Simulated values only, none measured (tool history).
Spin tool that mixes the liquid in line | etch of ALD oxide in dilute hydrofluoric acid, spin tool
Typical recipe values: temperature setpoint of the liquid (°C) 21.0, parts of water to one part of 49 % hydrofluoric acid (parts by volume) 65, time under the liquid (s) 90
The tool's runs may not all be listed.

| run | hour | temperature setpoint of the liquid (°C) | parts of water to one part of 49 % hydrofluoric acid (parts by volume) | time under the liquid (s) | read-back film thickness of the ALD oxide reference wafer, read on the same gauge (nm) | thickness taken off the ALD oxide on a monitor wafer (Å) |
|---|---|---|---|---|---|---|
| 1 | 0.0 | 19.5 | 75 | 90 | 140.00 | 205.7 |
| 2 | 27.7 | 19.5 | 75 | 90 | 140.00 | 205.9 |
| 3 | 44.2 | 19.5 | 75 | 90 | 140.02 | 205.0 |
| 4 | 64.3 | 18.0 | 65 | 90 | 140.01 | 224.8 |
| 5 | 98.7 | 18.0 | 65 | 90 | 140.02 | 225.2 |
| 6 | 122.5 | 21.0 | 65 | 90 | 140.02 | 254.7 |
| 7 | 142.7 | 21.0 | 65 | 90 | 140.00 | 251.6 |
| 8 | 164.4 | 21.0 | 65 | 90 | 139.99 | 248.7 |
| 9 | 192.0 | 21.0 | 65 | 90 | 139.99 | 249.8 |
| 10 | 216.9 | 21.0 | 65 | 90 | 139.98 | 246.7 |
| 11 | 247.9 | 21.0 | 65 | 90 | 139.99 | 248.8 |
| 12 | 279.8 | 22.0 | 65 | 90 | 139.99 | 255.9 |
| 13 | 306.2 | 21.0 | 65 | 90 | 140.00 | 248.1 |
|  | 309.8 | hydrofluoric acid flow meter replaced |
| 14 | 341.5 | 21.0 | 65 | 90 | 140.01 | 257.1 |
| 15 | 363.4 | 18.0 | 45 | 60 | 140.00 | 223.9 |
| 16 | 390.0 | 22.5 | 45 | 60 | 139.99 | 270.9 |
|  | 404.1 | thermometer replaced |
| 17 | 423.1 | 21.0 | 65 | 90 | 139.98 | 263.2 |

Forecast run 18:
|  | 446.9 | gauge calibrated |
| 18 | 455.5 | 18.5 | 75 | 105 | ? | ? |

read-back film thickness of the ALD oxide reference wafer, read on the same gauge (nm): 139.99
thickness taken off the ALD oxide on a monitor wafer (Å): 240.7
With the hidden condition absent and the run-to-run variation left alone, this run would have shown thickness taken off the ALD oxide on a monitor wafer (Å) 246.1.
